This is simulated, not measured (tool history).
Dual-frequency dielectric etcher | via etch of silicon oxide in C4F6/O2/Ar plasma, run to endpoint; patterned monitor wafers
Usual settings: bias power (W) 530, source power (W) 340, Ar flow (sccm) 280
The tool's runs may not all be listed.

run     day  bias power (W)  source power (W)  Ar flow (sccm)  wafers since the last listed run  hours since the last wet clean  hours since the last bias power generator calibration  hours since the last source power generator calibration  hours since the last Ar flow controller change  hours since the last upper electrode change  incoming incoming film thickness, nm  endpoint time (s)
  1       0             530               340             280                                 0                           131.4                                                 2660.1                                                   4636.8                                          3124.9                                       3866.6                                  94.4               20.1
  2   1.725             530               340             280                               528                           172.8                                                 2701.5                                                   4678.2                                          3166.3                                         3908                                  93.7               19.9
  3   3.058             530               340             280                               408                           204.8                                                 2733.5                                                   4710.2                                          3198.3                                         3940                                  93.7                 20
  4   4.521             530               340             280                               447                           239.9                                                 2768.6                                                   4745.3                                          3233.4                                       3975.1                                  92.9               19.8
  5   7.246             530               340             280                               834                           305.3                                                   2834                                                   4810.7                                          3298.8                                       4040.5                                  94.1               20.1
  6   8.933             530               340             280                               516                           345.8                                                 2874.5                                                   4851.2                                          3339.3                                         4081                                  93.8               20.1
     10.646  -- bias power generator calibrated
  7  11.458             530               340             280                               722                           406.4                                                   19.5                                                   4911.8                                          3399.9                                       4141.6                                  92.9               20.6
     13.117  -- wet clean of the chamber
  8  13.217             530               340             280                               232                             2.4                                                   61.7                                                     4954                                          3442.1                                       4183.8                                    93               20.2
  9  14.608             530               340             280                               426                            35.8                                                   95.1                                                   4987.4                                          3475.5                                       4217.2                                  94.4               20.6
 10  16.925             530               340             280                               709                            91.4                                                  150.7                                                     5043                                          3531.1                                       4272.8                                  92.8               20.2
 11  18.612             491               300             280                               516                           131.9                                                  191.2                                                   5083.5                                          3571.6                                       4313.3                                  93.9                 23
 12  20.871             530               280             280                               691                           186.1                                                  245.4                                                   5137.7                                          3625.8                                       4367.5                                  94.8               23.2
 13  23.021             634               360             227                               658                           237.7                                                    297                                                   5189.3                                          3677.4                                       4419.1                                  93.5               17.6
 14  24.233             576               270             222                               371                           266.8                                                  326.1                                                   5218.4                                          3706.5                                       4448.2                                    93               21.6
 15  26.371             530               340             260                               654                           318.1                                                  377.4                                                   5269.7                                          3757.8                                       4499.5                                    93               20.3
     30.504  -- source power generator calibrated
     32.675  -- wet clean of the chamber
 16  33.821             466               340             280                              1924                            27.5                                                  556.2                                                     79.6                                          3936.6                                       4678.3                                  93.2               21.5
     35.667  -- upper electrode replaced
 17  35.688             661               290             280                               265                            72.3                                                    601                                                    124.4                                          3981.4                                          0.5                                  93.6               19.3
     37.671  -- Ar flow controller replaced
 18  38.125             592               340             280                               670                           130.8                                                  659.5                                                    182.9                                            10.9                                           59                                  94.3               19.2
 19  40.479             492               300             303                               721                           187.3                                                    716                                                    239.4                                            67.4                                        115.5                                  92.9               22.7
 20  42.604             416               340             348                               650                           238.3                                                    767                                                    290.4                                           118.4                                        166.5                                  93.5                 24
 21  45.171             661               290             280                               786                           299.9                                                  828.6                                                      352                                             180                                        228.1                                  93.7               19.7
 22  46.183             530               340             280                               310                           324.2                                                  852.9                                                    376.3                                           204.3                                        252.4                                  92.9               20.2
 23  47.583             411               380             224                               428                           357.8                                                  886.5                                                    409.9                                           237.9                                          286                                  93.8               21.8
     50.462  -- wet clean of the chamber
 24  50.483             626               340             280                               581                             0.5                                                  956.1                                                    479.5                                           307.5                                        355.6                                  93.5               18.2
 25  50.938             416               340             302                               139                            11.4                                                    967                                                    490.4                                           318.4                                        366.5                                  93.3               23.3
 26  52.504             530               340             280                               479                              49                                                 1004.6                                                      528                                             356                                        404.1                                  93.6               20.1
 27  54.017             530               300             280                               463                            85.3                                                 1040.9                                                    564.3                                           392.3                                        440.4                                  94.4               21.7
 28  55.892             530               340             280                               574                           130.3                                                 1085.9                                                    609.3                                           437.3                                        485.4                                    95               20.5

5 ways to go on from here, each from the tool as it stands after run 28. What would each give?
  A  55.908             530               340             280                                 5                           130.7                                                 1086.3                                                    609.7                                           437.7                                        485.8                                  94.2                  ?
  B  55.908             595               390             215                                 5                           130.7                                                 1086.3                                                    609.7                                           437.7                                        485.8                                  94.2                  ?
  C  55.908             530               340             249                                 5                           130.7                                                 1086.3                                                    609.7                                           437.7                                        485.8                                  94.2                  ?
  D  55.908             577               340             280                                 5                           130.7                                                 1086.3                                                    609.7                                           437.7                                        485.8                                  94.2                  ?
  E  55.908             449               340             254                                 5                           130.7                                                 1086.3                                                    609.7                                           437.7                                        485.8                                  94.2                  ?

run  endpoint time (s)
  A               20.4
  B               17.2
  C               20.1
  D               19.4
  E               22.2
Without the tool's hidden state the same runs would have given:
run  endpoint time (s)
  A               20.5
  B               17.3
  C               20.2
  D               19.5
  E               22.3
